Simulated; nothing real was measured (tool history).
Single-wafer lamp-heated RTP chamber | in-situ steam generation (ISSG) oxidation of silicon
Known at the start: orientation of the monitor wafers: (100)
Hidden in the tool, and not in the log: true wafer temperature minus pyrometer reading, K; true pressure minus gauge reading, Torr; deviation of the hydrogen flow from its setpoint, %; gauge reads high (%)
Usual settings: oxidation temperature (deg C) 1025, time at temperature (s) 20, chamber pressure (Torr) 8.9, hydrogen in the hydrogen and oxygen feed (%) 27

run,hour,oxidation temperature (deg C),time at temperature (s),chamber pressure (Torr),hydrogen in the hydrogen and oxygen feed (%),wafers since the last listed run,wafers since the last pyrometer calibration,hours since the pressure gauge was zeroed,hours since the hydrogen flow controller was replaced,hours since the gauge calibration,"read-back reference wafer on the same gauge, thickness",oxide thickness on the monitor wafer (Å)
1,0.0,1025,20,8.9,27,0,3121,4316.8,4513.2,568.4,5.409,60.56
2,34.5,1025,20,8.9,27,255,3376,4351.3,4547.7,602.9,5.408,60.50
3,64.4,1025,20,8.9,27,221,3597,4381.2,4577.6,632.8,5.408,60.50
4,138.3,1025,20,8.9,27,546,4143,4455.1,4651.5,706.7,5.411,60.64
5,161.5,1025,20,8.9,27,171,4314,4478.3,4674.7,729.9,5.412,60.80
# hour 169.7: hydrogen flow controller replaced
6,194.0,1025,20,8.9,27,181,4495,4510.8,24.3,762.4,5.409,60.61
# hour 213.1: pressure gauge zeroed
7,213.6,1025,20,8.9,27,85,4581,0.5,43.9,782.0,5.411,60.68
8,237.0,1025,20,8.9,27,172,4754,23.9,67.3,805.4,5.410,60.84
9,262.1,1025,20,8.2,20,185,4940,49.0,92.4,830.5,5.409,57.13
10,293.0,1041,14,10.2,32,228,5168,79.9,123.3,861.4,5.411,56.01
11,305.7,1025,20,7.7,32,93,5262,92.6,136.0,874.1,5.411,63.98
12,325.3,1030,20,8.9,17,144,5407,112.2,155.6,893.7,5.412,56.01
13,343.0,1017,26,8.9,31,130,5538,129.9,173.3,911.4,5.406,68.57
# hour 352.9: pyrometer window cleaned and pyrometer calibrated
14,374.8,1025,20,10.0,32,175,162,161.7,205.1,943.2,5.410,61.28
15,410.1,1025,20,9.3,27,260,423,197.0,240.4,978.5,5.411,59.82
16,442.4,1031,20,8.9,27,238,661,229.3,272.7,1010.8,5.407,62.22
17,473.9,1025,20,8.9,27,232,894,260.8,304.2,1042.3,5.407,60.51
18,544.2,1025,20,8.9,27,519,1414,331.1,374.5,1112.6,5.407,60.35
19,567.4,1025,28,8.9,27,171,1585,354.3,397.7,1135.8,5.409,71.57
# hour 568.3: gauge calibrated
20,595.2,1025,20,8.9,27,205,1791,382.1,425.5,26.9,5.410,60.30
21,608.9,1025,12,8.9,27,101,1892,395.8,439.2,40.6,5.411,47.56
22,628.5,1025,20,8.0,27,144,2037,415.4,458.8,60.2,5.414,61.09
23,661.8,1025,20,10.2,27,246,2283,448.7,492.1,93.5,5.409,58.94
24,729.8,1025,20,8.9,27,502,2786,516.7,560.1,161.5,5.410,60.52
25,755.2,1011,16,8.9,23,187,2973,542.1,585.5,186.9,5.410,49.35
26,780.1,1025,13,10.2,21,184,3157,567.0,610.4,211.8,5.407,45.35
27,813.1,1025,20,8.9,27,243,3401,600.0,643.4,244.8,5.414,60.63
28,839.1,1032,20,8.9,30,192,3593,626.0,669.4,270.8,5.410,64.32
29,857.4,1015,24,9.7,32,135,3729,644.3,687.7,289.1,5.408,64.84
30,873.9,1025,26,8.9,17,121,3851,660.8,704.2,305.6,5.411,62.42
31,929.4,1025,20,8.9,27,410,4261,716.3,759.7,361.1,5.412,60.71

What the log doesn't show, run by run:
true pressure minus gauge reading, Torr: 0 in every run
deviation of the hydrogen flow from its setpoint, %: 0 in every run
gauge reads high (%): 0 in every run
H1: true wafer temperature minus pyrometer reading, K
run,H1
1,1.43
2,1.48
3,1.51
4,1.58
5,1.6
6,1.62
7,1.63
8,1.65
9,1.66
10,1.68
11,1.68
12,1.69
13,1.7
14,0.213
15,0.388
16,0.53
17,0.655
18,0.888
19,0.953
20,1.02
21,1.06
22,1.1
23,1.17
24,1.29
25,1.33
26,1.36
27,1.4
28,1.43
29,1.45
30,1.47
31,1.51
